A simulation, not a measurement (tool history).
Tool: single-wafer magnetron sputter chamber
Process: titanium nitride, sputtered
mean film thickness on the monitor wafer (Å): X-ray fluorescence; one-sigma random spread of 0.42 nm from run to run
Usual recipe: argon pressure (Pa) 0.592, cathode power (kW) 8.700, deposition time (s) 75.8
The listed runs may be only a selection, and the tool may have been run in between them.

run     day  argon pressure (Pa)  cathode power (kW)  deposition time (s)  wafers since the last listed run  wafers on the sputter target  hours since the last manometer calibration  hours since the magnet pack was replaced  hours since the gauge calibration  read-back reference wafer on the same gauge, thickness_nm  mean film thickness on the monitor wafer (Å)
  1   0.000                0.592               8.700                 68.8                                 0                          4844                                      2017.2                                    7073.4                              156.4                                                    111.950                                       1034.44
  2   0.808                0.592               8.700                 68.8                               192                          5036                                      2036.6                                    7092.8                              175.8                                                    111.994                                       1029.71
  3   2.246                0.592               8.700                 68.8                               341                          5378                                      2071.1                                    7127.3                              210.3                                                    112.042                                       1032.06
  4   3.342                0.689               8.700                 75.8                               260                          5639                                      2097.4                                    7153.6                              236.6                                                    111.902                                       1079.08
  5   4.321                0.689               8.700                 75.8                               232                          5872                                      2120.9                                    7177.1                              260.1                                                    111.938                                       1071.40
  6   5.604                0.689               8.700                 75.8                               305                          6177                                      2151.7                                    7207.9                              290.9                                                    112.050                                       1068.67
  7   6.496                0.592               9.700                 83.9                               212                          6389                                      2173.1                                    7229.3                              312.3                                                    112.049                                       1367.94
      7.188  -- capacitance manometer re-zeroed and calibrated
      7.575  -- sputter target and shields replaced
  8   7.921                0.592               8.700                 75.8                               180                            82                                        17.6                                    7263.5                              346.5                                                    111.989                                       1183.47
      8.792  -- gauge calibrated
  9   8.988                0.592               8.700                 75.8                               253                           336                                        43.2                                    7289.1                                4.7                                                    111.977                                       1176.89
 10   9.812                0.737               7.550                 65.9                               196                           532                                        63.0                                    7308.9                               24.5                                                    112.016                                        829.66
     10.438  -- magnet pack replaced
 11  10.458                0.592               8.700                 65.4                                74                           606                                        78.5                                       0.5                               40.0                                                    112.080                                       1015.41
 12  11.862                0.746               7.050                 75.8                               333                           940                                       112.2                                      34.2                               73.7                                                    111.837                                        882.12
 13  12.379                0.592               7.750                 75.8                               122                          1063                                       124.6                                      46.6                               86.1                                                    112.011                                       1048.78
 14  13.396                0.592               8.700                 75.8                               241                          1305                                       149.0                                      71.0                              110.5                                                    111.967                                       1175.48
 15  14.054                0.592               8.700                 75.8                               156                          1461                                       164.8                                      86.8                              126.3                                                    112.045                                       1173.64
 16  14.562                0.395              10.350                 85.4                               120                          1582                                       177.0                                      99.0                              138.5                                                    112.104                                       1744.04
 17  15.121                0.522               9.550                 68.2                               132                          1715                                       190.4                                     112.4                              151.9                                                    111.864                                       1203.65
 18  15.883                0.457               7.550                 81.6                               181                          1897                                       208.7                                     130.7                              170.2                                                    111.999                                       1171.13
 19  16.662                0.457              10.300                 67.8                               185                          2082                                       227.4                                     149.4                              188.9                                                    111.913                                       1330.84

Hidden condition of the tool, last listed run before each entry between runs versus first listed run after:
Runs 7 to 8: capacitance manometer re-zeroed and calibrated (day 7.188); sputter target and shields replaced (day 7.575)
  deposition rate above that of a new target (%): -5.62 -> -0.0351
  measured less the result without the state, mean film thickness on the monitor wafer (Å): -81.42 -> -0.41
Runs 8 to 9: gauge calibrated (day 8.792)
  deposition rate above that of a new target (%): -0.0351 -> -0.0481
  measured less the result without the state, mean film thickness on the monitor wafer (Å): -0.41 -> -0.57
Runs 10 to 11: magnet pack replaced (day 10.438)
  deposition rate above that of a new target (%): -0.0689 -> -0.0917
  measured less the result without the state, mean film thickness on the monitor wafer (Å): -0.57 -> -0.93
